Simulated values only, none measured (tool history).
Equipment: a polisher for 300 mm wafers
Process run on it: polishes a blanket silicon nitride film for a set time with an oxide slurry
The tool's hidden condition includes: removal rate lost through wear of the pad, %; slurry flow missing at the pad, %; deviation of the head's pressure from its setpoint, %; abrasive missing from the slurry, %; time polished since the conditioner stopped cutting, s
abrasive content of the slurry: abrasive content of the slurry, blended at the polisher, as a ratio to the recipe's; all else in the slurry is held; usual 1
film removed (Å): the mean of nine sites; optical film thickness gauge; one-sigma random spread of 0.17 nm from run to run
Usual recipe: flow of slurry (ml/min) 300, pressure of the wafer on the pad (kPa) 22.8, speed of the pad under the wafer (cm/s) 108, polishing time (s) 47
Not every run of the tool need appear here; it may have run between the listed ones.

| run | hour | flow of slurry (ml/min) | pressure of the wafer on the pad (kPa) | speed of the pad under the wafer (cm/s) | abrasive content of the slurry | polishing time (s) | wafers since the last listed run | wafers polished on this pad | hours since the slurry nozzle was cleaned | hours since the head pressure was calibrated | hours since the slurry blender was calibrated | hours since the conditioning disc was replaced | incoming thickness of the incoming film, nm | film removed (Å) |
|---|---|---|---|---|---|---|---|---|---|---|---|---|---|---|
| 1 | 0 | 300 | 22.8 | 108 | 1 | 47 | 0 | 1124 | 458.6 | 877 | 113.9 | 89.4 | 539.1 | 257 |
| 2 | 15.6 | 300 | 22.8 | 108 | 1 | 47 | 188 | 1312 | 474.2 | 892.6 | 129.5 | 105 | 528.7 | 257 |
|  | 28 | worn pad replaced by a new one |
| 3 | 28.5 | 300 | 22.8 | 108 | 1 | 47 | 107 | 5 | 487.1 | 905.5 | 142.4 | 117.9 | 540.6 | 260 |
| 4 | 32.7 | 300 | 22.8 | 108 | 1 | 47 | 50 | 56 | 491.3 | 909.7 | 146.6 | 122.1 | 542.9 | 257 |
| 5 | 46.6 | 325 | 22.8 | 80 | 1 | 47 | 167 | 223 | 505.2 | 923.6 | 160.5 | 136 | 545.2 | 212 |
|  | 53.2 | head pressure recalibrated |
| 6 | 60.7 | 325 | 22.8 | 80 | 1 | 47 | 145 | 369 | 519.3 | 7.5 | 174.6 | 150.1 | 547.8 | 230 |
| 7 | 77.3 | 325 | 22.8 | 80 | 1 | 47 | 200 | 569 | 535.9 | 24.1 | 191.2 | 166.7 | 541.1 | 227 |
|  | 80.8 | slurry nozzle cleaned |
|  | 83.1 | conditioning disc replaced and pad reconditioned |
| 8 | 90.2 | 300 | 22.8 | 108 | 1 | 47 | 119 | 689 | 9.4 | 37 | 204.1 | 7.1 | 542.9 | 273 |
| 9 | 99.1 | 300 | 22.8 | 108 | 1 | 47 | 107 | 796 | 18.3 | 45.9 | 213 | 16 | 545.5 | 271 |
| 10 | 105.6 | 300 | 22.8 | 108 | 1 | 47 | 78 | 874 | 24.8 | 52.4 | 219.5 | 22.5 | 544.3 | 272 |
| 11 | 115.4 | 300 | 22.8 | 108 | 1 | 47 | 118 | 993 | 34.6 | 62.2 | 229.3 | 32.3 | 539.6 | 271 |
|  | 131.3 | worn pad replaced by a new one |
| 12 | 131.8 | 300 | 15.9 | 108 | 1 | 47 | 149 | 5 | 51 | 78.6 | 245.7 | 48.7 | 538.3 | 188 |
| 13 | 144.7 | 300 | 22.8 | 108 | 1 | 34 | 155 | 161 | 63.9 | 91.5 | 258.6 | 61.6 | 551.4 | 196 |
|  | 148.1 | slurry blender recalibrated |
| 14 | 166.3 | 365 | 18.6 | 118 | 0.85 | 47 | 236 | 397 | 85.5 | 113.1 | 18.2 | 83.2 | 531.3 | 205 |
| 15 | 182.6 | 370 | 25.5 | 108 | 1 | 47 | 196 | 594 | 101.8 | 129.4 | 34.5 | 99.5 | 545.5 | 304 |
| 16 | 188.8 | 300 | 22.8 | 88 | 1 | 47 | 74 | 669 | 108 | 135.6 | 40.7 | 105.7 | 547.2 | 235 |
| 17 | 205.4 | 300 | 22.8 | 130 | 1 | 40 | 200 | 869 | 124.6 | 152.2 | 57.3 | 122.3 | 531.7 | 259 |
| 18 | 217.2 | 300 | 22.8 | 108 | 1 | 47 | 142 | 1011 | 136.4 | 164 | 69.1 | 134.1 | 540.5 | 268 |
| 19 | 230 | 345 | 22.8 | 90 | 0.85 | 47 | 154 | 1165 | 149.2 | 176.8 | 81.9 | 146.9 | 541.7 | 208 |
|  | 244.4 | conditioning disc replaced and pad reconditioned |
| 20 | 246.5 | 300 | 22.8 | 108 | 1 | 47 | 174 | 1340 | 165.7 | 193.3 | 98.4 | 2.1 | 539.5 | 266 |
|  | 253.5 | worn pad replaced by a new one |
| 21 | 263.2 | 380 | 22.8 | 108 | 1 | 47 | 153 | 117 | 182.4 | 210 | 115.1 | 18.8 | 545.4 | 270 |
| 22 | 272.3 | 300 | 14.5 | 122 | 1 | 47 | 109 | 226 | 191.5 | 219.1 | 124.2 | 27.9 | 537.5 | 183 |
| 23 | 284.8 | 300 | 22.8 | 108 | 1 | 47 | 150 | 377 | 204 | 231.6 | 136.7 | 40.4 | 539.3 | 266 |
| 24 | 300.2 | 350 | 24.8 | 108 | 0.85 | 47 | 185 | 563 | 219.4 | 247 | 152.1 | 55.8 | 528.4 | 254 |
| 25 | 311.3 | 300 | 22.8 | 122 | 1.2 | 60 | 133 | 697 | 230.5 | 258.1 | 163.2 | 66.9 | 542.6 | 413 |

Forecast each of these 5 alternatives for the next run:
| A | 311.7 | 300 | 22.8 | 108 | 1 | 47 | 4 | 701 | 230.9 | 258.5 | 163.6 | 67.3 | 536.6 | ? |
| B | 311.7 | 300 | 30.3 | 82 | 1.25 | 47 | 4 | 701 | 230.9 | 258.5 | 163.6 | 67.3 | 536.6 | ? |
| C | 311.7 | 350 | 19.3 | 96 | 1 | 37 | 4 | 701 | 230.9 | 258.5 | 163.6 | 67.3 | 536.6 | ? |
| D | 311.7 | 300 | 22.8 | 94 | 1 | 32 | 4 | 701 | 230.9 | 258.5 | 163.6 | 67.3 | 536.6 | ? |
| E | 311.7 | 300 | 28.3 | 90 | 1 | 47 | 4 | 701 | 230.9 | 258.5 | 163.6 | 67.3 | 536.6 | ? |

| run | film removed (Å) |
|---|---|
| A | 263 |
| B | 340 |
| C | 165 |
| D | 164 |
| E | 291 |
Take away the tool's hidden state, keep each run's random variation, and the runs would have read:
| run | film removed (Å) |
|---|---|
| A | 272 |
| B | 352 |
| C | 170 |
| D | 169 |
| E | 300 |

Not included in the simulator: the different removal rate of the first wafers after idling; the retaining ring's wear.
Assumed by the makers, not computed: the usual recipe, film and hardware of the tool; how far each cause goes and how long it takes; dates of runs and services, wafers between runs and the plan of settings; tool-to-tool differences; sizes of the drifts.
